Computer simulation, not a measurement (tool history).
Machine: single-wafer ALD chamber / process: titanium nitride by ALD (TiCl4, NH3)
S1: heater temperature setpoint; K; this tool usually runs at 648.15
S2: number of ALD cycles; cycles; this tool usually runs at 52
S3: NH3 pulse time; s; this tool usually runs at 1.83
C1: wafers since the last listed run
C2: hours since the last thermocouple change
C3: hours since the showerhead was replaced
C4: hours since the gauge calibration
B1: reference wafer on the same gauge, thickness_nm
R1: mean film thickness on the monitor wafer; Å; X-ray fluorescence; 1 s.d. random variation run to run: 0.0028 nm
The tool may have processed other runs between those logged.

run 1 hour=0.0 | S1=648.15 S2=52 S3=1.83 | C1=0 C2=877.0 C3=3012.5 C4=263.8 | B1=1.191 | R1=11.20
run 2 hour=20.1 | S1=648.15 S2=52 S3=1.83 | C1=111 C2=897.1 C3=3032.6 C4=283.9 | B1=1.190 | R1=11.20
run 3 hour=44.1 | S1=648.15 S2=52 S3=1.83 | C1=132 C2=921.1 C3=3056.6 C4=307.9 | B1=1.190 | R1=11.18
run 4 hour=79.1 | S1=648.15 S2=52 S3=1.83 | C1=193 C2=956.1 C3=3091.6 C4=342.9 | B1=1.190 | R1=11.18
run 5 hour=97.3 | S1=648.15 S2=52 S3=1.83 | C1=100 C2=974.3 C3=3109.8 C4=361.1 | B1=1.191 | R1=11.29
run 6 hour=129.7 | S1=648.15 S2=52 S3=1.83 | C1=179 C2=1006.7 C3=3142.2 C4=393.5 | B1=1.191 | R1=11.23
run 7 hour=165.7 | S1=648.15 S2=52 S3=1.83 | C1=199 C2=1042.7 C3=3178.2 C4=429.5 | B1=1.189 | R1=11.20
run 8 hour=179.6 | S1=654.15 S2=52 S3=1.83 | C1=77 C2=1056.6 C3=3192.1 C4=443.4 | B1=1.190 | R1=11.33
run 9 hour=192.8 | S1=654.15 S2=52 S3=1.83 | C1=73 C2=1069.8 C3=3205.3 C4=456.6 | B1=1.189 | R1=11.25
run 10 hour=220.9 | S1=656.15 S2=52 S3=1.83 | C1=155 C2=1097.9 C3=3233.4 C4=484.7 | B1=1.191 | R1=11.29
-- hour=240.8 thermocouple changed; heater temperature recalibrated
run 11 hour=241.3 | S1=656.15 S2=52 S3=1.83 | C1=68 C2=0.5 C3=3253.8 C4=505.1 | B1=1.189 | R1=11.32
run 12 hour=260.2 | S1=656.15 S2=52 S3=1.83 | C1=104 C2=19.4 C3=3272.7 C4=524.0 | B1=1.190 | R1=11.33
run 13 hour=294.3 | S1=648.15 S2=52 S3=1.83 | C1=188 C2=53.5 C3=3306.8 C4=558.1 | B1=1.190 | R1=11.24
-- hour=326.0 showerhead replaced
run 14 hour=328.7 | S1=648.15 S2=52 S3=1.50 | C1=146 C2=87.9 C3=2.7 C4=592.5 | B1=1.191 | R1=11.02
run 15 hour=363.8 | S1=653.15 S2=52 S3=1.83 | C1=194 C2=123.0 C3=37.8 C4=627.6 | B1=1.190 | R1=11.27
-- hour=383.3 gauge calibrated
run 16 hour=386.4 | S1=648.15 S2=52 S3=1.83 | C1=125 C2=145.6 C3=60.4 C4=3.1 | B1=1.190 | R1=11.21
run 17 hour=414.0 | S1=636.15 S2=55 S3=1.83 | C1=152 C2=173.2 C3=88.0 C4=30.7 | B1=1.190 | R1=11.55
run 18 hour=444.1 | S1=648.15 S2=52 S3=1.83 | C1=166 C2=203.3 C3=118.1 C4=60.8 | B1=1.190 | R1=11.20
run 19 hour=458.8 | S1=656.15 S2=52 S3=1.83 | C1=81 C2=218.0 C3=132.8 C4=75.5 | B1=1.189 | R1=11.37
run 20 hour=487.7 | S1=648.15 S2=52 S3=1.83 | C1=160 C2=246.9 C3=161.7 C4=104.4 | B1=1.190 | R1=11.23
run 21 hour=563.2 | S1=636.15 S2=57 S3=2.11 | C1=418 C2=322.4 C3=237.2 C4=179.9 | B1=1.189 | R1=12.16
run 22 hour=587.9 | S1=648.15 S2=52 S3=1.49 | C1=136 C2=347.1 C3=261.9 C4=204.6 | B1=1.190 | R1=11.01
run 23 hour=615.8 | S1=637.15 S2=52 S3=1.83 | C1=154 C2=375.0 C3=289.8 C4=232.5 | B1=1.190 | R1=10.96
run 24 hour=638.6 | S1=657.15 S2=60 S3=1.83 | C1=126 C2=397.8 C3=312.6 C4=255.3 | B1=1.191 | R1=13.11
run 25 hour=650.8 | S1=648.15 S2=52 S3=1.83 | C1=67 C2=410.0 C3=324.8 C4=267.5 | B1=1.190 | R1=11.29
run 26 hour=681.4 | S1=634.15 S2=57 S3=2.56 | C1=169 C2=440.6 C3=355.4 C4=298.1 | B1=1.190 | R1=12.31

Branching from run 26: 4 alternative next runs. What would each branch give?
run A hour=681.9 | S1=648.15 S2=52 S3=1.83 | C1=2 C2=441.1 C3=355.9 C4=298.6 | B1=? | R1=?
run B hour=681.9 | S1=648.15 S2=55 S3=1.83 | C1=2 C2=441.1 C3=355.9 C4=298.6 | B1=? | R1=?
run C hour=681.9 | S1=663.15 S2=48 S3=2.19 | C1=2 C2=441.1 C3=355.9 C4=298.6 | B1=? | R1=?
run D hour=681.9 | S1=641.15 S2=45 S3=1.29 | C1=2 C2=441.1 C3=355.9 C4=298.6 | B1=? | R1=?

run=A B1=1.190 R1=11.19
run=B B1=1.190 R1=11.83
run=C B1=1.190 R1=10.61
run=D B1=1.190 R1=9.20
Without the tool's hidden state the same runs would have given:
run=A R1=11.19
run=B R1=11.83
run=C R1=10.61
run=D R1=9.20
